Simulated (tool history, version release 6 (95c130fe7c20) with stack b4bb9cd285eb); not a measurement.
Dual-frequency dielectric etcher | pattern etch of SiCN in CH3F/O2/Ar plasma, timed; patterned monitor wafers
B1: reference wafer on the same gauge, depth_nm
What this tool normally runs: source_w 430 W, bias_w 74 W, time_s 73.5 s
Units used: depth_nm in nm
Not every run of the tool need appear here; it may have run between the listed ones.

run 1 hour=0.0 | source_w=430 bias_w=62 time_s=57.5 | B1=33.73 | depth_nm=20.69
-- hour=48.6 bias power generator calibrated
-- hour=99.9 wet clean of the chamber
-- hour=139.5 upper electrode replaced
run 2 hour=181.1 | source_w=430 bias_w=74 time_s=73.5 | B1=33.81 | depth_nm=28.69
run 3 hour=205.8 | source_w=430 bias_w=74 time_s=73.5 | B1=33.70 | depth_nm=28.47
run 4 hour=236.1 | source_w=430 bias_w=74 time_s=73.5 | B1=33.75 | depth_nm=28.48
-- hour=261.2 gauge calibrated
run 5 hour=289.2 | source_w=430 bias_w=74 time_s=73.5 | B1=33.81 | depth_nm=28.59
run 6 hour=320.9 | source_w=370 bias_w=74 time_s=73.5 | B1=33.76 | depth_nm=26.95
-- hour=343.6 source power generator calibrated
run 7 hour=354.1 | source_w=370 bias_w=74 time_s=73.5 | B1=33.85 | depth_nm=26.79
run 8 hour=393.6 | source_w=430 bias_w=74 time_s=73.5 | B1=33.70 | depth_nm=28.15
run 9 hour=429.1 | source_w=430 bias_w=74 time_s=73.5 | B1=33.79 | depth_nm=28.07
run 10 hour=484.9 | source_w=450 bias_w=74 time_s=73.5 | B1=33.87 | depth_nm=28.44
run 11 hour=522.3 | source_w=430 bias_w=62 time_s=57.5 | B1=33.74 | depth_nm=20.80
run 12 hour=560.4 | source_w=510 bias_w=69 time_s=73.5 | B1=33.85 | depth_nm=29.63
-- hour=595.0 wet clean of the chamber
run 13 hour=628.1 | source_w=350 bias_w=89 time_s=73.5 | B1=33.84 | depth_nm=28.15
run 14 hour=662.2 | source_w=430 bias_w=59 time_s=73.5 | B1=33.78 | depth_nm=27.45
run 15 hour=712.9 | source_w=350 bias_w=74 time_s=73.5 | B1=33.82 | depth_nm=26.61
run 16 hour=784.2 | source_w=430 bias_w=74 time_s=65.0 | B1=33.85 | depth_nm=25.08
run 17 hour=838.3 | source_w=430 bias_w=74 time_s=73.5 | B1=33.80 | depth_nm=28.28
run 18 hour=887.7 | source_w=430 bias_w=74 time_s=73.5 | B1=33.85 | depth_nm=28.06
run 19 hour=922.4 | source_w=370 bias_w=86 time_s=67.0 | B1=33.74 | depth_nm=25.25
run 20 hour=965.0 | source_w=490 bias_w=80 time_s=66.0 | B1=33.76 | depth_nm=26.74
run 21 hour=997.8 | source_w=490 bias_w=79 time_s=85.5 | B1=33.75 | depth_nm=34.54
run 22 hour=1031.6 | source_w=530 bias_w=65 time_s=73.5 | B1=33.68 | depth_nm=29.21
-- hour=1069.7 wet clean of the chamber
run 23 hour=1084.0 | source_w=430 bias_w=64 time_s=73.5 | B1=33.78 | depth_nm=27.74
run 24 hour=1122.5 | source_w=390 bias_w=65 time_s=73.5 | B1=33.79 | depth_nm=26.59
run 25 hour=1174.7 | source_w=480 bias_w=74 time_s=73.5 | B1=33.75 | depth_nm=30.03
run 26 hour=1222.4 | source_w=430 bias_w=74 time_s=73.5 | B1=33.85 | depth_nm=28.75
run 27 hour=1271.0 | source_w=530 bias_w=68 time_s=62.0 | B1=33.77 | depth_nm=25.29
run 28 hour=1311.1 | source_w=470 bias_w=58 time_s=86.5 | B1=33.73 | depth_nm=32.49
run 29 hour=1340.6 | source_w=430 bias_w=74 time_s=73.5 | B1=33.78 | depth_nm=28.22

Measured minus without-hidden-state, run by run (identical run-to-run variation in each term; gauge scatter may differ):
The tool's hidden condition here consists of: etch rate over this chamber's usual, %; source power that arrives over what is set, %; bias power that arrives over what is set, %; gauge reads high (%).
run=1 depth_nm=-1.00
run=2 depth_nm=-0.23
run=3 depth_nm=-0.29
run=4 depth_nm=-0.38
run=5 depth_nm=-0.52
run=6 depth_nm=-0.58
run=7 depth_nm=-0.66
run=8 depth_nm=-0.81
run=9 depth_nm=-0.91
run=10 depth_nm=-1.08
run=11 depth_nm=-0.88
run=12 depth_nm=-1.37
run=13 depth_nm=-0.18
run=14 depth_nm=-0.27
run=15 depth_nm=-0.39
run=16 depth_nm=-0.55
run=17 depth_nm=-0.78
run=18 depth_nm=-0.91
run=19 depth_nm=-0.91
run=20 depth_nm=-1.08
run=21 depth_nm=-1.52
run=22 depth_nm=-1.39
run=23 depth_nm=-0.22
run=24 depth_nm=-0.31
run=25 depth_nm=-0.51
run=26 depth_nm=-0.62
run=27 depth_nm=-0.67
run=28 depth_nm=-0.99
run=29 depth_nm=-0.94
